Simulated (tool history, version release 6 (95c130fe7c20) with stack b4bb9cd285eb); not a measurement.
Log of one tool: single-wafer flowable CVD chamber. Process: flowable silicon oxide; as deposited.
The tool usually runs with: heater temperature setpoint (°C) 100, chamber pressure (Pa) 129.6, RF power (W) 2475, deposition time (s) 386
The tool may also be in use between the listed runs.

run,hour,heater temperature setpoint (°C),chamber pressure (Pa),RF power (W),deposition time (s),wafers since the last listed run,hours since the last thermocouple change,hours since the last RF generator calibration,hours since the last manometer calibration,hours since the showerhead was replaced,hours since the gauge calibration,"read-back reference wafer on the same gauge, thickness_nm",mean film thickness on the monitor wafer (angstrom)
1,0.0,100,129.6,2855,386,0,1280.0,1177.1,1336.7,5888.5,277.5,248.882,2959.76
2,84.4,100,129.6,2855,386,369,1364.4,1261.5,1421.1,5972.9,361.9,248.912,2966.45
3,135.1,100,129.6,2475,386,222,1415.1,1312.2,1471.8,6023.6,412.6,249.022,2912.52
# hour 194.1: thermocouple changed; heater temperature recalibrated
# hour 197.4: capacitance manometer re-zeroed and calibrated
4,223.2,100,129.6,2475,386,336,29.1,1400.3,25.8,6111.7,500.7,249.019,3019.18
# hour 294.9: showerhead replaced
5,324.8,100,129.6,2475,386,409,130.7,1501.9,127.4,29.9,602.3,249.037,2981.84
6,516.8,100,129.6,2475,386,840,322.7,1693.9,319.4,221.9,794.3,249.329,2956.98
7,562.6,100,129.6,2475,386,200,368.5,1739.7,365.2,267.7,840.1,248.990,2932.25
# hour 580.1: RF generator calibrated
8,622.2,100,129.6,2475,386,226,428.1,42.1,424.8,327.3,899.7,248.907,2917.69
9,703.6,100,129.6,2475,386,356,509.5,123.5,506.2,408.7,981.1,248.637,2928.60
10,880.4,100,129.6,2475,386,774,686.3,300.3,683.0,585.5,1157.9,249.301,2897.64
11,922.3,100,129.6,2475,386,183,728.2,342.2,724.9,627.4,1199.8,249.204,2900.77
12,1002.9,113,109.6,2090,386,353,808.8,422.8,805.5,708.0,1280.4,249.221,1476.68
13,1084.9,100,129.6,2475,365,359,890.8,504.8,887.5,790.0,1362.4,249.130,2742.25
14,1138.8,94,129.6,2475,327,236,944.7,558.7,941.4,843.9,1416.3,249.082,3064.69
15,1214.3,111,145.6,2475,355,330,1020.2,634.2,1016.9,919.4,1491.8,248.661,1975.96
16,1272.9,91,152.1,2905,441,256,1078.8,692.8,1075.5,978.0,1550.4,249.129,5525.15
17,1375.8,100,109.9,2475,386,450,1181.7,795.7,1178.4,1080.9,1653.3,248.894,2448.42
18,1474.4,108,129.6,2215,424,431,1280.3,894.3,1277.0,1179.5,1751.9,248.933,2303.87
# hour 1484.4: gauge calibrated
# hour 1523.1: thermocouple changed; heater temperature recalibrated
19,1525.4,109,129.6,2280,386,188,2.3,945.3,1328.0,1230.5,41.0,248.885,2127.85
20,1565.6,100,129.6,2475,386,176,42.5,985.5,1368.2,1270.7,81.2,249.043,3021.94
21,1617.5,100,129.6,2475,386,227,94.4,1037.4,1420.1,1322.6,133.1,249.024,3006.62
22,1675.1,111,109.1,2915,386,252,152.0,1095.0,1477.7,1380.2,190.7,248.906,1715.05
23,1751.0,100,153.5,2140,386,332,227.9,1170.9,1553.6,1456.1,266.6,248.800,3443.62
24,1819.1,100,129.6,2475,386,298,296.0,1239.0,1621.7,1524.2,334.7,249.099,2972.16
25,1880.9,100,129.6,2475,386,270,357.8,1300.8,1683.5,1586.0,396.5,249.158,2959.20
# hour 1919.4: capacitance manometer re-zeroed and calibrated
26,1936.1,100,129.6,2475,386,206,413.0,1356.0,16.7,1641.2,451.7,248.932,2946.59
27,1972.1,100,147.1,2230,386,157,449.0,1392.0,52.7,1677.2,487.7,248.951,3295.49
28,2073.2,100,129.6,2100,386,442,550.1,1493.1,153.8,1778.3,588.8,249.044,2868.92
29,2112.9,100,138.0,2100,311,173,589.8,1532.8,193.5,1818.0,628.5,249.145,2465.31

3 options for the next run, each taken on its own from the tool as it stands now. Forecast them:
A,2113.4,100,112.0,2475,386,2,590.3,1533.3,194.0,1818.5,629.0,?,?
B,2113.4,100,129.6,2255,315,2,590.3,1533.3,194.0,1818.5,629.0,?,?
C,2113.4,114,107.9,2960,386,2,590.3,1533.3,194.0,1818.5,629.0,?,?

run,"read-back reference wafer on the same gauge, thickness_nm",mean film thickness on the monitor wafer (angstrom)
A,248.851,2523.35
B,248.851,2350.46
C,248.851,1477.37
Without the tool's hidden state the same runs would have given:
run,mean film thickness on the monitor wafer (angstrom)
A,2591.88
B,2414.30
C,1513.30
